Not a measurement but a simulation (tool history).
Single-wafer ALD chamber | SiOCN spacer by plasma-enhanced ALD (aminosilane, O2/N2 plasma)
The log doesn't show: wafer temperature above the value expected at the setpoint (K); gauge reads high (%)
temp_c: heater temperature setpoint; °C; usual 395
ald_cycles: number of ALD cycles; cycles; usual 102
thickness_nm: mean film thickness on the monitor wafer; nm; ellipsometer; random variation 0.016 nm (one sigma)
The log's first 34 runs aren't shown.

run      day  temp_c  ald_cycles  wafers since the last listed run  hours since the last thermocouple change  hours since the gauge calibration  read-back reference wafer on the same gauge, thickness_nm  thickness_nm
 35  114.646     381         121                               166                                     189.9                             1079.9                                                      5.722         7.445
 36  116.788     395         102                               159                                     241.3                             1131.3                                                      5.720         6.272
 37  118.479     409          82                               126                                     281.9                             1171.9                                                      5.713         4.888
 38  121.496     382          90                               224                                     354.3                             1244.3                                                      5.721         5.538
 39  124.167     395         102                               199                                     418.4                             1308.4                                                      5.720         6.264
 40  126.529     408         121                               176                                     475.1                             1365.1                                                      5.723         7.241
 41  129.346     395         102                               209                                     542.7                             1432.7                                                      5.720         6.285
 42  132.696     395         102                               249                                     623.1                             1513.1                                                      5.724         6.318
 43  136.508     400          96                               284                                     714.6                             1604.6                                                      5.720         5.909
 44  139.112     395         102                               194                                     777.1                             1667.1                                                      5.716         6.284
 45  141.796     386         110                               200                                     841.5                             1731.5                                                      5.722         6.783
 46  144.396     386          86                               193                                     903.9                             1793.9                                                      5.723         5.306

Forecast each of these 3 alternatives for the next run:
  A  144.421     406         102                                 1                                     904.5                             1794.5                                                          ?             ?
  B  144.421     405          96                                 1                                     904.5                             1794.5                                                          ?             ?
  C  144.421     395         109                                 1                                     904.5                             1794.5                                                          ?             ?

run  read-back reference wafer on the same gauge, thickness_nm  thickness_nm
  A                                                      5.720         6.129
  B                                                      5.720         5.789
  C                                                      5.720         6.701
Without the tool's hidden state the same runs would have given:
run  thickness_nm
  A         6.129
  B         5.789
  C         6.701
